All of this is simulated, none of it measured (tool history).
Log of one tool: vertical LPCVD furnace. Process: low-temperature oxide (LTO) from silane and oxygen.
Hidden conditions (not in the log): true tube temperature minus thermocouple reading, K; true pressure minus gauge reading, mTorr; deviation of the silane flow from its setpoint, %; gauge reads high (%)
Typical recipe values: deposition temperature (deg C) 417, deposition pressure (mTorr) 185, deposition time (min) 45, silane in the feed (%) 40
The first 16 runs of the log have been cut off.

run,hour,deposition temperature (deg C),deposition pressure (mTorr),deposition time (min),silane in the feed (%),wafers since the last listed run,hours since the last temperature calibration,hours since the pressure gauge was zeroed,hours since the silane flow controller was replaced,hours since the gauge calibration,"read-back reference wafer on the same gauge, thickness",film thickness on the monitor wafer in the middle of the boat (nm)
17,428.6,417,185,59.5,40,235,199.6,3923.4,4842,315.9,474.11,534.99
18,444.6,417,185,45,40,154,215.6,3939.4,4858,331.9,474.19,406.13
# hour 474.9: pressure gauge zeroed
19,475.4,417,185,45,40,65,246.4,0.5,4888.8,362.7,474.04,404.84
20,480.1,428,170,45,40,45,251.1,5.2,4893.5,367.4,474.14,415.28
21,508.8,413,150,62.5,43,277,279.8,33.9,4922.2,396.1,473.78,475.25
# hour 533.9: silane flow controller replaced
# hour 539.7: gauge calibrated
22,572.6,409,215,45,40,384,343.6,97.7,38.7,32.9,473.55,433.27
23,584.7,409,215,36.5,37,116,355.7,109.8,50.8,45,474.22,320.82
24,601.2,417,160,45,40,159,372.2,126.3,67.3,61.5,473.99,350.9
25,614,413,185,45,37,123,385,139.1,80.1,74.3,474.35,355.36
26,641.6,417,150,62.5,40,266,412.6,166.7,107.7,101.9,474.14,457.43
27,664,424,205,45,40,216,435,189.1,130.1,124.3,473.77,482.6
28,677.4,417,145,45,40,129,448.4,202.5,143.5,137.7,473.93,318.33
29,689.7,417,185,45,40,118,460.7,214.8,155.8,150,473.83,405.31
30,707.8,417,185,45,46,174,478.8,232.9,173.9,168.1,474.33,465.97

What if the next run were any one of these 5? Each begins from the tool's condition after run 30:
A,712.6,417,185,45,40,46,483.6,237.7,178.7,172.9,?,?
B,712.6,417,215,45,35,46,483.6,237.7,178.7,172.9,?,?
C,712.6,422,185,50.5,40,46,483.6,237.7,178.7,172.9,?,?
D,712.6,411,200,55.5,40,46,483.6,237.7,178.7,172.9,?,?
E,712.6,417,185,45,47,46,483.6,237.7,178.7,172.9,?,?

run,"read-back reference wafer on the same gauge, thickness",film thickness on the monitor wafer in the middle of the boat (nm)
A,473.99,406.48
B,473.99,401.8
C,473.99,480.08
D,473.99,509.07
E,473.99,478.83
With the hidden condition removed and each run's random variation left untouched, the same runs would have given:
run,film thickness on the monitor wafer in the middle of the boat (nm)
A,406.48
B,401.8
C,480.08
D,509.07
E,478.83
